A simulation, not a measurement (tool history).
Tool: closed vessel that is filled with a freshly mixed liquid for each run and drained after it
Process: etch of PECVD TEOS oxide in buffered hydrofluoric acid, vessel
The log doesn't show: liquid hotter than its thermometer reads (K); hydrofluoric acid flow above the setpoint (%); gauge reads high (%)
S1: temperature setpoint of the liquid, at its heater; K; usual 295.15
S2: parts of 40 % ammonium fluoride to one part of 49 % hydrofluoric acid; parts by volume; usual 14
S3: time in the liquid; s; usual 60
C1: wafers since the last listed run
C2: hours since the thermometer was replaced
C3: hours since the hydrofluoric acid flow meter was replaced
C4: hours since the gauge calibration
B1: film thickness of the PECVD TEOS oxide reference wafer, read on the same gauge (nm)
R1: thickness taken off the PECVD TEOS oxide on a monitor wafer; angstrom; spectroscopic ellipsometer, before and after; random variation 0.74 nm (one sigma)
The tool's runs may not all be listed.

run	hour	S1	S2	S3	C1	C2	C3	C4	B1	R1
1	0	295.15	15.5	60	0	1351	916	564.4	120.01	856.6
2	29.2	295.15	14	60	1828	1380.2	945.2	593.6	120	958.9
3	64.4	295.15	14	60	2203	1415.4	980.4	628.8	119.98	955.2
4	88.4	295.15	17.5	60	1502	1439.4	1004.4	652.8	119.97	770.4
5	114.8	295.15	17.5	60	1652	1465.8	1030.8	679.2	119.99	763
6	128.2	295.15	17.5	60	839	1479.2	1044.2	692.6	120.01	778.2
7	144.1	291.15	14	60	995	1495.1	1060.1	708.5	119.98	768.1
8	173.8	295.15	14	60	1859	1524.8	1089.8	738.2	120	969.8
9	186.1	295.15	14	60	770	1537.1	1102.1	750.5	120.03	964.3
10	208.7	295.15	14	60	1415	1559.7	1124.7	773.1	119.97	965.1
11	240.8	295.15	14	60	2009	1591.8	1156.8	805.2	119.95	967.7
# hour 241.5: gauge calibrated
12	268.2	295.15	14	60	1715	1619.2	1184.2	26.7	119.99	969.4
13	296.8	297.15	14	85	1790	1647.8	1212.8	55.3	120.02	1537.7
# hour 313.8: hydrofluoric acid flow meter replaced
14	323	297.15	14	85	1577	1674	9.2	81.5	119.98	1398.6
15	357.3	297.15	14	85	2147	1708.3	43.5	115.8	120.03	1401.1
16	374.7	295.15	14	60	1089	1725.7	60.9	133.2	119.97	887
17	409.2	295.15	14	60	2160	1760.2	95.4	167.7	119.97	881.9
18	426.3	295.15	16	60	1070	1777.3	112.5	184.8	119.99	785.3
# hour 430.5: thermometer replaced
19	489.2	298.15	14	60	3875	58.7	175.4	247.7	119.97	1070.5
20	560.1	295.15	14	60	4439	129.6	246.3	318.6	119.99	890.5
21	574.4	290.65	9.5	60	895	143.9	260.6	332.9	119.96	982.1
22	596.8	296.65	11	30	1402	166.3	283	355.3	119.99	632.2
23	628	295.15	14	60	1953	197.5	314.2	386.5	120	917.9
24	640.7	300.15	18	45	795	210.2	326.9	399.2	120.01	684
25	657.2	296.65	14	90	1033	226.7	343.4	415.7	119.98	1469.7
26	678	295.15	14	60	1302	247.5	364.2	436.5	120.03	912.8
27	703.9	295.15	14	35	1621	273.4	390.1	462.4	120.01	531.1
28	730.7	296.65	14	40	1678	300.2	416.9	489.2	120	659.2
29	766.3	297.15	19	95	2228	335.8	452.5	524.8	120.03	1195.7
30	779.6	298.65	8.5	60	832	349.1	465.8	538.1	119.98	1749
31	805.5	290.65	11	35	1621	375	491.7	564	119.99	536.4
32	818.9	295.15	15.5	60	839	388.4	505.1	577.4	120.06	832.1
33	834.6	297.15	16	75	983	404.1	520.8	593.1	120.04	1139.4

Some steps in R1 between neighbouring runs. How much of each would the tool show without its hidden state too (settings, what came in, random variation), and how much is left for the hidden state, with any gauge scatter that isn't in both results?
Run 12 -> 13: S1 295.15 -> 297.15, S3 60 -> 85. R1 +568.3 angstrom: hidden state +71.7, all else +496.6.
Run 13 -> 14: hydrofluoric acid flow meter replaced. R1 -139.1 angstrom: hidden state -150.2, all else +11.1.
Run 24 -> 25: S1 300.15 -> 296.65, S2 18 -> 14, S3 45 -> 90. R1 +785.7 angstrom: hidden state +45.9, all else +739.8.
Run 30 -> 31: S1 298.65 -> 290.65, S2 8.5 -> 11, S3 60 -> 35. R1 -1212.6 angstrom: hidden state -93.2, all else -1119.4.
